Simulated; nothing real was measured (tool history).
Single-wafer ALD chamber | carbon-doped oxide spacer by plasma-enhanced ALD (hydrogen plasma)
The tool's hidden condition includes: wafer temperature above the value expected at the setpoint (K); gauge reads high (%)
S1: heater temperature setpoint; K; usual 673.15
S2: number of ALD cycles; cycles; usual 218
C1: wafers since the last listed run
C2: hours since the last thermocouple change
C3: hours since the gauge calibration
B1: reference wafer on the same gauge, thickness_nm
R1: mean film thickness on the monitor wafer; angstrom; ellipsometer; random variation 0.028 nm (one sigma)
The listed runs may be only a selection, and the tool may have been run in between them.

{"run": 1, "hour": 0.0, "S1": 673.15, "S2": 218, "C1": 0, "C2": 1752.0, "C3": 514.6, "B1": 9.897, "R1": 112.28}
{"run": 2, "hour": 82.2, "S1": 673.15, "S2": 218, "C1": 147, "C2": 1834.2, "C3": 596.8, "B1": 9.896, "R1": 111.93}
{"run": 3, "hour": 172.9, "S1": 673.15, "S2": 206, "C1": 162, "C2": 1924.9, "C3": 687.5, "B1": 9.903, "R1": 105.6}
{"run": 4, "hour": 227.9, "S1": 673.15, "S2": 206, "C1": 98, "C2": 1979.9, "C3": 742.5, "B1": 9.905, "R1": 105.42}
{"run": 5, "hour": 293.3, "S1": 673.15, "S2": 206, "C1": 117, "C2": 2045.3, "C3": 807.9, "B1": 9.902, "R1": 105.58}
{"run": 6, "hour": 374.6, "S1": 677.15, "S2": 218, "C1": 145, "C2": 2126.6, "C3": 889.2, "B1": 9.899, "R1": 110.24}
{"run": 7, "hour": 415.4, "S1": 673.15, "S2": 218, "C1": 73, "C2": 2167.4, "C3": 930.0, "B1": 9.895, "R1": 111.56}
{"run": 8, "hour": 466.1, "S1": 673.15, "S2": 218, "C1": 90, "C2": 2218.1, "C3": 980.7, "B1": 9.903, "R1": 111.69}
{"hour": 515.7, "done": "thermocouple changed; heater temperature recalibrated"}
{"hour": 563.4, "done": "gauge calibrated"}
{"run": 9, "hour": 593.2, "S1": 673.15, "S2": 218, "C1": 213, "C2": 77.5, "C3": 29.8, "B1": 9.912, "R1": 113.14}
{"run": 10, "hour": 637.3, "S1": 679.15, "S2": 204, "C1": 79, "C2": 121.6, "C3": 73.9, "B1": 9.904, "R1": 104.23}
{"run": 11, "hour": 723.4, "S1": 673.15, "S2": 236, "C1": 154, "C2": 207.7, "C3": 160.0, "B1": 9.897, "R1": 123.61}
{"run": 12, "hour": 847.1, "S1": 673.15, "S2": 233, "C1": 221, "C2": 331.4, "C3": 283.7, "B1": 9.903, "R1": 121.39}
{"run": 13, "hour": 931.8, "S1": 665.15, "S2": 218, "C1": 151, "C2": 416.1, "C3": 368.4, "B1": 9.892, "R1": 113.5}
{"run": 14, "hour": 1031.4, "S1": 673.15, "S2": 218, "C1": 178, "C2": 515.7, "C3": 468.0, "B1": 9.91, "R1": 113.56}
{"run": 15, "hour": 1119.6, "S1": 679.15, "S2": 204, "C1": 158, "C2": 603.9, "C3": 556.2, "B1": 9.896, "R1": 103.5}
{"run": 16, "hour": 1168.6, "S1": 680.15, "S2": 218, "C1": 87, "C2": 652.9, "C3": 605.2, "B1": 9.894, "R1": 110.29}
{"run": 17, "hour": 1253.3, "S1": 678.15, "S2": 202, "C1": 151, "C2": 737.6, "C3": 689.9, "B1": 9.893, "R1": 103.52}
{"run": 18, "hour": 1296.1, "S1": 673.15, "S2": 260, "C1": 76, "C2": 780.4, "C3": 732.7, "B1": 9.904, "R1": 134.65}

Forecast each of these 5 alternatives for the next run:
{"run": "A", "hour": 1296.8, "S1": 673.15, "S2": 218, "C1": 1, "C2": 781.1, "C3": 733.4, "B1": "?", "R1": "?"}
{"run": "B", "hour": 1296.8, "S1": 687.15, "S2": 203, "C1": 1, "C2": 781.1, "C3": 733.4, "B1": "?", "R1": "?"}
{"run": "C", "hour": 1296.8, "S1": 684.15, "S2": 175, "C1": 1, "C2": 781.1, "C3": 733.4, "B1": "?", "R1": "?"}
{"run": "D", "hour": 1296.8, "S1": 687.15, "S2": 233, "C1": 1, "C2": 781.1, "C3": 733.4, "B1": "?", "R1": "?"}
{"run": "E", "hour": 1296.8, "S1": 665.15, "S2": 201, "C1": 1, "C2": 781.1, "C3": 733.4, "B1": "?", "R1": "?"}

run=A B1=9.902 R1=113.06
run=B B1=9.902 R1=100.21
run=C B1=9.902 R1=87.32
run=D B1=9.902 R1=115.02
run=E B1=9.902 R1=104.84
What these runs would have given with no unlogged condition in the tool:
run=A R1=113.70
run=B R1=100.81
run=C R1=87.84
run=D R1=115.71
run=E R1=104.84
